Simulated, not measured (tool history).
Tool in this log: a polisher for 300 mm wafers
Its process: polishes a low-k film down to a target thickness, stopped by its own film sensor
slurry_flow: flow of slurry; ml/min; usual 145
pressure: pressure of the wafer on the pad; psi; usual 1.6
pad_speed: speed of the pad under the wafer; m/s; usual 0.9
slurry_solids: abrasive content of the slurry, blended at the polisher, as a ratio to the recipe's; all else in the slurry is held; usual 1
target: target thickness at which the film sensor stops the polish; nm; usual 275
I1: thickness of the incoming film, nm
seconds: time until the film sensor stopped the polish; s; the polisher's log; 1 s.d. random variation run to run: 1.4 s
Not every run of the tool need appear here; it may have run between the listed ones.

{"run": 1, "hour": 0.0, "slurry_flow": 145, "pressure": 1.6, "pad_speed": 0.9, "slurry_solids": 1, "target": 275, "I1": 308.5, "seconds": 115.9}
{"run": 2, "hour": 50.3, "slurry_flow": 145, "pressure": 1.6, "pad_speed": 0.9, "slurry_solids": 1, "target": 275, "I1": 310.8, "seconds": 123.1}
{"run": 3, "hour": 121.1, "slurry_flow": 145, "pressure": 1.6, "pad_speed": 0.9, "slurry_solids": 1, "target": 275, "I1": 306.4, "seconds": 105.1}
{"hour": 139.5, "done": "worn pad replaced by a new one"}
{"hour": 145.9, "done": "slurry nozzle cleaned"}
{"run": 4, "hour": 163.0, "slurry_flow": 175, "pressure": 1.6, "pad_speed": 0.9, "slurry_solids": 0.8, "target": 275, "I1": 312.7, "seconds": 135.7}
{"hour": 195.5, "done": "slurry blender recalibrated"}
{"run": 5, "hour": 234.9, "slurry_flow": 145, "pressure": 1.6, "pad_speed": 0.9, "slurry_solids": 1, "target": 275, "I1": 310.2, "seconds": 124.9}
{"hour": 266.0, "done": "conditioning disc replaced and pad reconditioned"}
{"run": 6, "hour": 298.0, "slurry_flow": 145, "pressure": 1.6, "pad_speed": 0.9, "slurry_solids": 1.1, "target": 278, "I1": 304.5, "seconds": 81.1}
{"run": 7, "hour": 347.0, "slurry_flow": 145, "pressure": 1.6, "pad_speed": 0.9, "slurry_solids": 1.1, "target": 278, "I1": 313.5, "seconds": 110.2}
{"run": 8, "hour": 529.8, "slurry_flow": 145, "pressure": 1.6, "pad_speed": 0.9, "slurry_solids": 1.1, "target": 278, "I1": 304.6, "seconds": 86}
{"hour": 536.5, "done": "worn pad replaced by a new one"}
{"run": 9, "hour": 571.8, "slurry_flow": 145, "pressure": 1.6, "pad_speed": 1, "slurry_solids": 1, "target": 283, "I1": 307.2, "seconds": 74.4}
{"hour": 575.8, "done": "slurry blender recalibrated"}
{"run": 10, "hour": 633.9, "slurry_flow": 145, "pressure": 1.6, "pad_speed": 0.9, "slurry_solids": 1.15, "target": 269, "I1": 309, "seconds": 131.6}
{"run": 11, "hour": 691.0, "slurry_flow": 145, "pressure": 1.6, "pad_speed": 0.78, "slurry_solids": 1, "target": 275, "I1": 305.5, "seconds": 117.2}
{"hour": 705.1, "done": "head pressure recalibrated"}
{"run": 12, "hour": 746.8, "slurry_flow": 145, "pressure": 1.6, "pad_speed": 0.9, "slurry_solids": 1, "target": 275, "I1": 309.2, "seconds": 116.5}
{"run": 13, "hour": 812.7, "slurry_flow": 180, "pressure": 1.6, "pad_speed": 0.9, "slurry_solids": 1, "target": 275, "I1": 309.9, "seconds": 118.4}
{"hour": 831.0, "done": "conditioning disc replaced and pad reconditioned"}
{"run": 14, "hour": 858.6, "slurry_flow": 145, "pressure": 1.6, "pad_speed": 0.9, "slurry_solids": 1, "target": 275, "I1": 303.8, "seconds": 91.5}
{"run": 15, "hour": 916.6, "slurry_flow": 180, "pressure": 1.1, "pad_speed": 0.6, "slurry_solids": 1, "target": 267, "I1": 307.7, "seconds": 252}
{"hour": 948.8, "done": "worn pad replaced by a new one"}
{"run": 16, "hour": 949.3, "slurry_flow": 145, "pressure": 1.3, "pad_speed": 0.82, "slurry_solids": 1.1, "target": 275, "I1": 311.3, "seconds": 150.3}
{"run": 17, "hour": 981.5, "slurry_flow": 190, "pressure": 2, "pad_speed": 0.9, "slurry_solids": 1, "target": 275, "I1": 311.7, "seconds": 95}
{"hour": 999.5, "done": "slurry blender recalibrated"}
{"run": 18, "hour": 1033.7, "slurry_flow": 145, "pressure": 1.6, "pad_speed": 0.9, "slurry_solids": 1.1, "target": 278, "I1": 310.5, "seconds": 105.8}
{"hour": 1088.1, "done": "slurry nozzle cleaned"}
{"run": 19, "hour": 1235.6, "slurry_flow": 145, "pressure": 1.6, "pad_speed": 0.9, "slurry_solids": 1, "target": 275, "I1": 307.2, "seconds": 109.1}

What will run 20 give?
{"hour": 1288.1, "done": "worn pad replaced by a new one"}
{"run": 20, "hour": 1299.8, "slurry_flow": 145, "pressure": 1.4, "pad_speed": 1.14, "slurry_solids": 1, "target": 275, "I1": 314.4, "seconds": "?"}

Run 20 measured seconds 128.5 s.
Minus the tool's unlogged condition, the same run would have read seconds 113.3 s.

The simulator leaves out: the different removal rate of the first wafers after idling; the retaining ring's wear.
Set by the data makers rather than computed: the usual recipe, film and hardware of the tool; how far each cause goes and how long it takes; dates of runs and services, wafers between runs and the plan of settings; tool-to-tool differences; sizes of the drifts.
